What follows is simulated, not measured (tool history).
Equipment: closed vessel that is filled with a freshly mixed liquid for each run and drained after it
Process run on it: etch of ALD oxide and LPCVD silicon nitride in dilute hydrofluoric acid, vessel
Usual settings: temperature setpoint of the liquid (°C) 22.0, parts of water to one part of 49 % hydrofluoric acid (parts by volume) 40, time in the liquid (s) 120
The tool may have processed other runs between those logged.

run	hour	temperature setpoint of the liquid (°C)	parts of water to one part of 49 % hydrofluoric acid (parts by volume)	time in the liquid (s)	wafers since the last listed run	hours since the thermometer was replaced	hours since the hydrofluoric acid flow meter was replaced	hours since the gauge calibration	read-back film thickness of the ALD oxide reference wafer, read on the same gauge (nm)	read-back film thickness of the LPCVD silicon nitride reference wafer, read on the same gauge (nm)	thickness taken off the ALD oxide on a monitor wafer (Å)	thickness taken off the LPCVD silicon nitride on a monitor wafer (Å)
1	0.0	22.0	40	70	0	1057.8	289.2	301.4	146.79	39.147	327.3	7.53
2	22.9	22.0	40	70	2517	1080.7	312.1	324.3	146.68	39.147	326.8	7.57
3	36.1	22.0	40	70	1451	1093.9	325.3	337.5	146.62	39.108	329.2	7.44
4	65.3	22.0	40	120	3210	1123.1	354.5	366.7	146.52	39.052	560.6	12.94
5	78.5	22.0	40	120	1451	1136.3	367.7	379.9	146.45	38.987	557.9	12.87
6	106.7	22.0	40	120	3100	1164.5	395.9	408.1	146.35	39.011	555.8	12.98
7	141.9	22.0	40	120	3869	1199.7	431.1	443.3	146.24	39.023	553.4	13.20
8	175.7	22.0	40	120	3715	1233.5	464.9	477.1	146.17	38.989	556.3	12.83
9	203.9	22.0	55	120	3100	1261.7	493.1	505.3	146.13	38.938	398.1	9.25
10	226.4	22.0	55	120	2473	1284.2	515.6	527.8	146.09	38.885	394.4	9.30
11	248.7	22.0	30	85	2451	1306.5	537.9	550.1	146.03	38.939	531.2	11.66
12	265.0	22.0	30	85	1791	1322.8	554.2	566.4	146.02	38.954	529.1	12.37
13	280.7	22.0	30	85	1725	1338.5	569.9	582.1	145.98	38.941	533.4	11.78
14	311.7	17.5	40	65	3407	1369.5	600.9	613.1	145.94	38.901	250.6	5.12
15	330.2	22.0	30	120	2033	1388.0	619.4	631.6	145.91	38.902	754.4	16.66
16	354.3	22.0	40	70	2649	1412.1	643.5	655.7	145.91	38.903	326.5	7.57
17	380.6	24.5	40	95	2891	1438.4	669.8	682.0	145.86	38.881	487.4	11.84
18	414.4	19.5	40	120	3715	1472.2	703.6	715.8	145.86	38.879	498.9	10.88
19	437.2	24.0	40	90	2506	1495.0	726.4	738.6	145.82	38.923	456.4	11.22
20	450.5	22.0	40	120	1462	1508.3	739.7	751.9	145.84	38.837	558.8	12.69
# hour 457.4: hydrofluoric acid flow meter replaced
# hour 466.9: gauge calibrated
# hour 477.3: thermometer replaced
21	483.3	20.0	50	170	3385	6.0	25.9	16.4	150.38	40.102	590.1	12.85
22	506.2	22.0	50	120	2517	28.9	48.8	39.3	149.95	39.995	450.3	10.21
23	540.9	20.5	40	175	3814	63.6	83.5	74.0	149.48	39.800	779.9	16.92
24	572.7	22.0	40	120	3495	95.4	115.3	105.8	149.08	39.775	570.8	13.06
25	584.7	24.5	60	155	1319	107.4	127.3	117.8	148.94	39.693	531.9	13.48
26	598.5	22.0	30	85	1517	121.2	141.1	131.6	148.76	39.686	545.8	11.95
27	623.8	22.0	40	120	2781	146.5	166.4	156.9	148.52	39.580	563.2	12.84

Below are 3 alternative next runs, each starting from the tool's condition after run 27. Predict each:
A	624.5	22.0	20	120	76	147.2	167.1	157.6	?	?	?	?
B	624.5	19.0	40	140	76	147.2	167.1	157.6	?	?	?	?
C	624.5	24.0	50	100	76	147.2	167.1	157.6	?	?	?	?

run	read-back film thickness of the ALD oxide reference wafer, read on the same gauge (nm)	read-back film thickness of the LPCVD silicon nitride reference wafer, read on the same gauge (nm)	thickness taken off the ALD oxide on a monitor wafer (Å)	thickness taken off the LPCVD silicon nitride on a monitor wafer (Å)
A	148.52	39.570	1167.2	25.58
B	148.52	39.570	584.1	12.44
C	148.52	39.570	406.9	10.09
What these runs would have given with no unlogged condition in the tool:
run	thickness taken off the ALD oxide on a monitor wafer (Å)	thickness taken off the LPCVD silicon nitride on a monitor wafer (Å)
A	1178.9	25.84
B	589.9	12.56
C	410.9	10.19

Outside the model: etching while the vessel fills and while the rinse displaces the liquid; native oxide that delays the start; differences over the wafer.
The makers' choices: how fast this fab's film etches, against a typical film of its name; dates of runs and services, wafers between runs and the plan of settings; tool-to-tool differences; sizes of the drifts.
